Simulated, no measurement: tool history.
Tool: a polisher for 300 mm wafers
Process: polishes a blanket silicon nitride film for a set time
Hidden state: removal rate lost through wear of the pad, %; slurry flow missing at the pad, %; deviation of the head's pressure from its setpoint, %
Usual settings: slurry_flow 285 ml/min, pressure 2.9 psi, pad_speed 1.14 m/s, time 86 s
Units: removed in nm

run	hour	slurry_flow	pressure	pad_speed	time	wafers since the last listed run	wafers polished on this pad	hours since the slurry nozzle was cleaned	hours since the head pressure was calibrated	incoming thickness of the incoming film, nm	removed
1	0	285	2.9	1.14	86	0	165	647	195.6	627.8	125.9
2	7.2	285	2.9	1.24	86	77	243	654.2	202.8	634.7	134.8
3	24.6	285	2.9	1.24	86	187	431	671.6	220.2	631.5	134.9
4	34.8	285	2.9	1.24	86	110	541	681.8	230.4	618.6	134.5
5	48.1	285	2.3	1.14	86	143	684	695.1	243.7	635.8	107.7
6	64.5	285	2.3	1.14	86	176	861	711.5	260.1	635.2	106.9
7	73.3	285	2.9	1.14	86	94	956	720.3	268.9	627.1	126.3
# hour 88.2: worn pad replaced by a new one
8	88.7	285	2.9	1.14	86	123	5	735.7	284.3	630.4	126.6
# hour 96.6: slurry nozzle cleaned
9	101.6	285	2.9	1.14	86	128	133	5	297.2	627	125.4
10	108.8	285	2.9	1.14	86	77	211	12.2	304.4	624.3	123.4
11	124.5	285	2.9	1.14	86	169	380	27.9	320.1	628.8	125.2
# hour 156.2: head pressure recalibrated
12	163.8	285	2.9	1.42	86	402	783	67.2	7.6	630.7	150.5
13	173.7	285	2.9	1.42	86	106	890	77.1	17.5	635.3	147.1
14	187.3	285	2.9	1.42	86	146	1037	90.7	31.1	634.6	147.5
15	203.3	285	2.9	1.14	86	172	1209	106.7	47.1	632.8	126.3
16	211.4	200	2.9	0.96	86	87	1297	114.8	55.2	627.2	105.9
# hour 216.3: worn pad replaced by a new one
17	224.8	285	2.3	1.14	86	101	91	128.2	68.6	629	105.8
18	234.3	285	2.3	1.14	86	102	193	137.7	78.1	629.2	107.6
19	246.4	285	3.6	1.14	86	130	324	149.8	90.2	623.4	145.3
20	261.9	285	2.9	1.14	86	167	491	165.3	105.7	636.3	125.9
21	271.8	200	3.7	0.9	86	106	598	175.2	115.6	622.2	118.5
22	286.3	285	2.9	1.3	86	156	755	189.7	130.1	639.2	139.8
23	304.2	285	2.4	1.14	60	193	948	207.6	148	618.6	76.5
# hour 318: worn pad replaced by a new one
24	318.9	285	2.9	0.84	86	115	9	222.3	162.7	630.8	98.4
25	329.9	325	2.9	1.14	86	118	128	233.3	173.7	643	127.5
26	342.3	285	2.9	1.34	86	133	262	245.7	186.1	628.7	143
27	355.3	285	2.5	1.14	98	140	402	258.7	199.1	626.5	128.9
28	368.1	350	2.9	1.14	86	138	540	271.5	211.9	632.1	126.9
29	385.5	190	2.2	0.78	110	187	728	288.9	229.3	631.7	93.4
30	403.4	365	2.5	0.76	110	193	921	306.8	247.2	629.3	106.7
31	415.5	195	3.2	0.9	86	130	1051	318.9	259.3	628.3	104.9
# hour 420.1: worn pad replaced by a new one
32	424.5	285	2.9	0.84	61	53	47	327.9	268.3	630	69.7
33	430.9	195	3.2	0.9	86	69	116	334.3	274.7	625.9	105.9
34	437.8	285	2.9	1.14	86	74	190	341.2	281.6	632.2	123.4
35	448.3	210	3.8	1.14	86	113	304	351.7	292.1	619.3	148.5
36	456.4	285	3.2	0.82	86	87	391	359.8	300.2	637.9	103.8
37	465.4	205	3.3	0.8	109	97	488	368.8	309.2	640.1	124.9
38	477.1	285	2.9	1.14	86	126	614	380.5	320.9	631.3	123.9

What the log doesn't show, run by run:
removal rate lost through wear of the pad, %: 0 in every run
slurry flow missing at the pad, %: 0 in every run
deviation of the head's pressure from its setpoint, %: 0 in every run

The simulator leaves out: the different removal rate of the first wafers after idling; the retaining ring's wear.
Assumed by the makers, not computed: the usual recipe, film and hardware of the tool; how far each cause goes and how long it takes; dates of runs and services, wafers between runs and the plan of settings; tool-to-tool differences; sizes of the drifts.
